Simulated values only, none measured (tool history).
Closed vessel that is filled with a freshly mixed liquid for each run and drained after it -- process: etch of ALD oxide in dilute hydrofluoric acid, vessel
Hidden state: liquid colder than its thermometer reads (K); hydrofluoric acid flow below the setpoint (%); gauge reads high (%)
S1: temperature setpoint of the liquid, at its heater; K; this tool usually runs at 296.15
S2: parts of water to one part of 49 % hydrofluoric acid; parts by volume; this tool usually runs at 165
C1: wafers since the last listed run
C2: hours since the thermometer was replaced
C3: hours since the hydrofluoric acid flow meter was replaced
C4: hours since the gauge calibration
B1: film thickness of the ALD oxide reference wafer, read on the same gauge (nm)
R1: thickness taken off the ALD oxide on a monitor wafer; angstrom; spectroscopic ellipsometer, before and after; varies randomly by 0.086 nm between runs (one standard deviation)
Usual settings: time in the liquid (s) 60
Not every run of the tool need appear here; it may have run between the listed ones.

Run 1, hour 0: usual settings but S1 295.15 K, S2 105 parts by volume; C1 0; C2 1216.7; C3 307.5; C4 65.6; B1 139.34. Result: R1 161.2 angstrom.
Run 2, hour 82.9: usual settings but S1 295.15 K, S2 105 parts by volume; C1 7865; C2 1299.6; C3 390.4; C4 148.5; B1 139.82. Result: R1 158.5 angstrom.
Run 3, hour 119.7: usual settings but S1 294.65 K; C1 3491; C2 1336.4; C3 427.2; C4 185.3; B1 140.03. Result: R1 94.2 angstrom.
Run 4, hour 175.2: usual settings but S1 294.65 K; C1 5265; C2 1391.9; C3 482.7; C4 240.8; B1 140.32. Result: R1 93.7 angstrom.
Run 5, hour 252.9: usual settings; C1 7371; C2 1469.6; C3 560.4; C4 318.5; B1 140.76. Result: R1 99 angstrom.
Run 6, hour 324.9: usual settings but time in the liquid (s) 75; C1 6831; C2 1541.6; C3 632.4; C4 390.5; B1 141.17. Result: R1 126.4 angstrom.
At hour 381.8: thermometer replaced.
Run 7, hour 407.3: usual settings but time in the liquid (s) 75; C1 7722; C2 25.5; C3 714.8; C4 472.9; B1 141.64. Result: R1 127.7 angstrom.
Run 8, hour 452.6: usual settings but time in the liquid (s) 75; C1 4297; C2 70.8; C3 760.1; C4 518.2; B1 141.88. Result: R1 126.4 angstrom.
Run 9, hour 496: usual settings but S1 299.65 K, S2 135 parts by volume; C1 4117; C2 114.2; C3 803.5; C4 561.6; B1 142.14. Result: R1 145.9 angstrom.
Run 10, hour 584.9: usual settings but S1 299.65 K, S2 135 parts by volume; C1 8434; C2 203.1; C3 892.4; C4 650.5; B1 142.62. Result: R1 147.1 angstrom.
At hour 620.7: hydrofluoric acid flow meter replaced.
Run 11, hour 676.7: usual settings but S2 225 parts by volume; C1 8614; C2 294.9; C3 56; C4 742.3; B1 143.15. Result: R1 70.1 angstrom.
Run 12, hour 772.4: usual settings but S2 225 parts by volume; C1 9079; C2 390.6; C3 151.7; C4 838; B1 143.66. Result: R1 70.4 angstrom.
Run 13, hour 861.5: usual settings but S2 225 parts by volume; C1 8453; C2 479.7; C3 240.8; C4 927.1; B1 144.19. Result: R1 70.9 angstrom.
Run 14, hour 905.4: usual settings; C1 4165; C2 523.6; C3 284.7; C4 971; B1 144.45. Result: R1 101.6 angstrom.
Run 15, hour 1010.8: usual settings; C1 9999; C2 629; C3 390.1; C4 1076.4; B1 145.01. Result: R1 103.6 angstrom.
Run 16, hour 1116.3: usual settings; C1 10009; C2 734.5; C3 495.6; C4 1181.9; B1 145.57. Result: R1 103.8 angstrom.
Run 17, hour 1159.8: usual settings but S1 294.15 K, S2 100 parts by volume; C1 4127; C2 778; C3 539.1; C4 1225.4; B1 145.87. Result: R1 170.5 angstrom.
Run 18, hour 1220.6: usual settings but S1 291.65 K, S2 95 parts by volume, time in the liquid (s) 40; C1 5768; C2 838.8; C3 599.9; C4 1286.2; B1 146.21. Result: R1 108.2 angstrom.
Run 19, hour 1266.9: usual settings but S2 120 parts by volume, time in the liquid (s) 30; C1 4392; C2 885.1; C3 646.2; C4 1332.5; B1 146.45. Result: R1 76 angstrom.
Run 20, hour 1390.4: usual settings but S1 300.15 K, S2 125 parts by volume, time in the liquid (s) 40; C1 11717; C2 1008.6; C3 769.7; C4 1456; B1 147.14. Result: R1 113.5 angstrom.
At hour 1435: hydrofluoric acid flow meter replaced.
Run 21, hour 1435.5: usual settings; C1 4184; C2 1053.7; C3 0.5; C4 1501.1; B1 147.4. Result: R1 105.2 angstrom.
Run 22, hour 1477: usual settings but S1 294.15 K, time in the liquid (s) 35; C1 3937; C2 1095.2; C3 42; C4 1542.6; B1 147.62. Result: R1 57 angstrom.
Run 23, hour 1569.8: usual settings; C1 8804; C2 1188; C3 134.8; C4 1635.4; B1 148.16. Result: R1 106.1 angstrom.
Run 24, hour 1643.4: usual settings; C1 6982; C2 1261.6; C3 208.4; C4 1709; B1 148.57. Result: R1 105 angstrom.
At hour 1711.3: gauge calibrated.
Run 25, hour 1763.3: usual settings but S1 298.65 K, time in the liquid (s) 95; C1 11375; C2 1381.5; C3 328.3; C4 52; B1 141. Result: R1 174.2 angstrom.
Run 26, hour 1844.9: usual settings; C1 7741; C2 1463.1; C3 409.9; C4 133.6; B1 141.46. Result: R1 101.2 angstrom.
Run 27, hour 1889.1: usual settings but S1 293.65 K, S2 190 parts by volume, time in the liquid (s) 80; C1 4193; C2 1507.3; C3 454.1; C4 177.8; B1 141.69. Result: R1 102.2 angstrom.
Run 28, hour 1925.3: usual settings; C1 3434; C2 1543.5; C3 490.3; C4 214; B1 141.89. Result: R1 101 angstrom.
Run 29, hour 2031.1: usual settings but S1 293.15 K, S2 200 parts by volume, time in the liquid (s) 75; C1 10037; C2 1649.3; C3 596.1; C4 319.8; B1 142.48. Result: R1 89.2 angstrom.
At hour 2066: thermometer replaced.
Run 30, hour 2127: usual settings but S1 300.15 K, S2 120 parts by volume; C1 9003; C2 61; C3 692; C4 415.7; B1 143.04. Result: R1 172.6 angstrom.
Run 31, hour 2187: usual settings; C1 5692; C2 121; C3 752; C4 475.7; B1 143.38. Result: R1 103.3 angstrom.
At hour 2262.3: hydrofluoric acid flow meter replaced.
Run 32, hour 2393.2: usual settings but S1 293.15 K, S2 235 parts by volume, time in the liquid (s) 45; C1 19468; C2 327.2; C3 130.9; C4 681.9; B1 144.53. Result: R1 45.2 angstrom.
Run 33, hour 2439.5: usual settings but S2 220 parts by volume, time in the liquid (s) 35; C1 4392; C2 373.5; C3 177.2; C4 728.2; B1 144.75. Result: R1 42.6 angstrom.
Run 34, hour 2647.5: usual settings but S1 293.65 K, S2 95 parts by volume, time in the liquid (s) 30; C1 19734; C2 581.5; C3 385.2; C4 936.2; B1 145.96. Result: R1 89 angstrom.
Run 35, hour 2689.7: usual settings but S2 90 parts by volume, time in the liquid (s) 40; C1 4003; C2 623.7; C3 427.4; C4 978.4; B1 146.16. Result: R1 139.1 angstrom.

Branching from run 35: 3 alternative next runs. What would each branch give?
Run A, hour 2690.4: usual settings; C1 66; C2 624.4; C3 428.1; C4 979.1; B1 ?. Result: R1 ?.
Run B, hour 2690.4: usual settings but S1 299.15 K, S2 100 parts by volume, time in the liquid (s) 30; C1 66; C2 624.4; C3 428.1; C4 979.1; B1 ?. Result: R1 ?.
Run C, hour 2690.4: usual settings but S1 300.65 K, time in the liquid (s) 85; C1 66; C2 624.4; C3 428.1; C4 979.1; B1 ?. Result: R1 ?.

run      B1     R1
  A  146.14  103.4
  B  146.14  103.5
  C  146.14  173.4
What these runs would have given with no unlogged condition in the tool:
run    R1
  A  99.1
  B  99.1
  C   166
